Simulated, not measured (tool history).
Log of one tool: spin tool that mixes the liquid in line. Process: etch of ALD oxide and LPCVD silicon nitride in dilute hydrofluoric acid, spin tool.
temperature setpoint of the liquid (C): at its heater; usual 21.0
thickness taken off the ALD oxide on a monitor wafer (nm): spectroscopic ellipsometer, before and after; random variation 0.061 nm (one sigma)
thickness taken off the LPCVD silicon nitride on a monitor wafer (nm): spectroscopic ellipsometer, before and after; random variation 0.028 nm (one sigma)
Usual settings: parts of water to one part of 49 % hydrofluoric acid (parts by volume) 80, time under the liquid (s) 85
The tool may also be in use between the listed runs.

| run | hour | temperature setpoint of the liquid (C) | parts of water to one part of 49 % hydrofluoric acid (parts by volume) | time under the liquid (s) | wafers since the last listed run | hours since the thermometer was replaced | hours since the hydrofluoric acid flow meter was replaced | hours since the gauge calibration | read-back film thickness of the ALD oxide reference wafer, read on the same gauge (nm) | read-back film thickness of the LPCVD silicon nitride reference wafer, read on the same gauge (nm) | thickness taken off the ALD oxide on a monitor wafer (nm) | thickness taken off the LPCVD silicon nitride on a monitor wafer (nm) |
|---|---|---|---|---|---|---|---|---|---|---|---|---|
| 1 | 0.0 | 17.0 | 80 | 85 | 0 | 806.2 | 84.0 | 3.6 | 90.01 | 39.986 | 9.28 | 0.341 |
| 2 | 45.3 | 17.0 | 80 | 85 | 294 | 851.5 | 129.3 | 48.9 | 89.98 | 39.988 | 9.21 | 0.388 |
| 3 | 86.1 | 21.0 | 80 | 85 | 265 | 892.3 | 170.1 | 89.7 | 90.01 | 39.998 | 10.94 | 0.489 |
| 4 | 165.5 | 21.0 | 115 | 85 | 516 | 971.7 | 249.5 | 169.1 | 89.99 | 39.981 | 7.29 | 0.329 |
| 5 | 224.7 | 21.0 | 45 | 60 | 385 | 1030.9 | 308.7 | 228.3 | 89.96 | 40.009 | 14.34 | 0.551 |
| 6 | 314.2 | 19.5 | 80 | 110 | 582 | 1120.4 | 398.2 | 317.8 | 90.02 | 39.995 | 13.16 | 0.544 |
| 7 | 391.2 | 24.5 | 45 | 85 | 501 | 1197.4 | 475.2 | 394.8 | 90.00 | 39.999 | 23.17 | 1.020 |
| 8 | 448.5 | 17.5 | 65 | 85 | 373 | 1254.7 | 532.5 | 452.1 | 90.00 | 39.981 | 11.69 | 0.455 |
|  | 481.5 | thermometer replaced |
| 9 | 525.8 | 21.0 | 80 | 60 | 496 | 44.3 | 609.8 | 529.4 | 90.02 | 39.998 | 8.00 | 0.340 |
| 10 | 622.9 | 23.5 | 45 | 100 | 632 | 141.4 | 706.9 | 626.5 | 89.96 | 40.012 | 27.12 | 1.124 |
| 11 | 721.1 | 24.0 | 80 | 85 | 639 | 239.6 | 805.1 | 724.7 | 90.01 | 40.011 | 12.61 | 0.601 |
| 12 | 943.2 | 24.5 | 120 | 105 | 1445 | 461.7 | 1027.2 | 946.8 | 89.96 | 39.992 | 10.04 | 0.559 |
| 13 | 998.4 | 17.0 | 60 | 120 | 359 | 516.9 | 1082.4 | 1002.0 | 89.99 | 40.037 | 17.93 | 0.671 |
| 14 | 1092.0 | 21.0 | 80 | 85 | 609 | 610.5 | 1176.0 | 1095.6 | 89.98 | 40.005 | 11.04 | 0.470 |
| 15 | 1132.1 | 21.0 | 100 | 85 | 261 | 650.6 | 1216.1 | 1135.7 | 90.00 | 40.019 | 8.65 | 0.367 |
| 16 | 1188.3 | 21.0 | 80 | 85 | 365 | 706.8 | 1272.3 | 1191.9 | 90.03 | 39.982 | 10.99 | 0.481 |
| 17 | 1237.8 | 23.5 | 100 | 85 | 322 | 756.3 | 1321.8 | 1241.4 | 89.94 | 39.995 | 9.53 | 0.471 |
| 18 | 1337.8 | 25.0 | 90 | 130 | 651 | 856.3 | 1421.8 | 1341.4 | 90.01 | 39.977 | 17.41 | 0.807 |
| 19 | 1507.1 | 22.5 | 80 | 85 | 1102 | 1025.6 | 1591.1 | 1510.7 | 89.97 | 40.023 | 11.63 | 0.553 |
|  | 1517.2 | hydrofluoric acid flow meter replaced |
| 20 | 1571.0 | 21.0 | 80 | 85 | 409 | 1089.5 | 53.8 | 1574.6 | 90.00 | 40.000 | 10.93 | 0.451 |
| 21 | 1643.9 | 21.0 | 60 | 85 | 474 | 1162.4 | 126.7 | 1647.5 | 90.03 | 40.017 | 14.77 | 0.611 |
|  | 1741.7 | thermometer replaced |
| 22 | 1870.5 | 21.0 | 80 | 60 | 1468 | 128.8 | 353.3 | 1874.1 | 89.99 | 40.006 | 7.95 | 0.359 |
| 23 | 1911.9 | 21.0 | 110 | 45 | 269 | 170.2 | 394.7 | 1915.5 | 90.02 | 39.993 | 4.18 | 0.208 |
| 24 | 1999.3 | 17.0 | 115 | 65 | 568 | 257.6 | 482.1 | 2002.9 | 90.00 | 39.992 | 4.91 | 0.220 |
| 25 | 2230.8 | 25.0 | 115 | 130 | 1507 | 489.1 | 713.6 | 2234.4 | 89.99 | 40.002 | 13.50 | 0.700 |
|  | 2289.8 | gauge calibrated |
| 26 | 2322.9 | 26.0 | 80 | 50 | 599 | 581.2 | 805.7 | 33.1 | 90.00 | 40.047 | 7.93 | 0.415 |

4 ways to go on from here, each from the tool as it stands after run 26. What would each give?
| A | 2323.3 | 21.0 | 80 | 85 | 2 | 581.6 | 806.1 | 33.5 | ? | ? | ? | ? |
| B | 2323.3 | 21.0 | 65 | 55 | 2 | 581.6 | 806.1 | 33.5 | ? | ? | ? | ? |
| C | 2323.3 | 19.0 | 80 | 85 | 2 | 581.6 | 806.1 | 33.5 | ? | ? | ? | ? |
| D | 2323.3 | 23.0 | 70 | 130 | 2 | 581.6 | 806.1 | 33.5 | ? | ? | ? | ? |

| run | read-back film thickness of the ALD oxide reference wafer, read on the same gauge (nm) | read-back film thickness of the LPCVD silicon nitride reference wafer, read on the same gauge (nm) | thickness taken off the ALD oxide on a monitor wafer (nm) | thickness taken off the LPCVD silicon nitride on a monitor wafer (nm) |
|---|---|---|---|---|
| A | 90.01 | 39.986 | 11.21 | 0.464 |
| B | 90.01 | 39.986 | 9.09 | 0.368 |
| C | 90.01 | 39.986 | 10.31 | 0.404 |
| D | 90.01 | 39.986 | 21.54 | 0.927 |
Without the tool's hidden state the same runs would have given:
| run | thickness taken off the ALD oxide on a monitor wafer (nm) | thickness taken off the LPCVD silicon nitride on a monitor wafer (nm) |
|---|---|---|
| A | 11.46 | 0.481 |
| B | 9.29 | 0.381 |
| C | 10.54 | 0.420 |
| D | 22.01 | 0.961 |

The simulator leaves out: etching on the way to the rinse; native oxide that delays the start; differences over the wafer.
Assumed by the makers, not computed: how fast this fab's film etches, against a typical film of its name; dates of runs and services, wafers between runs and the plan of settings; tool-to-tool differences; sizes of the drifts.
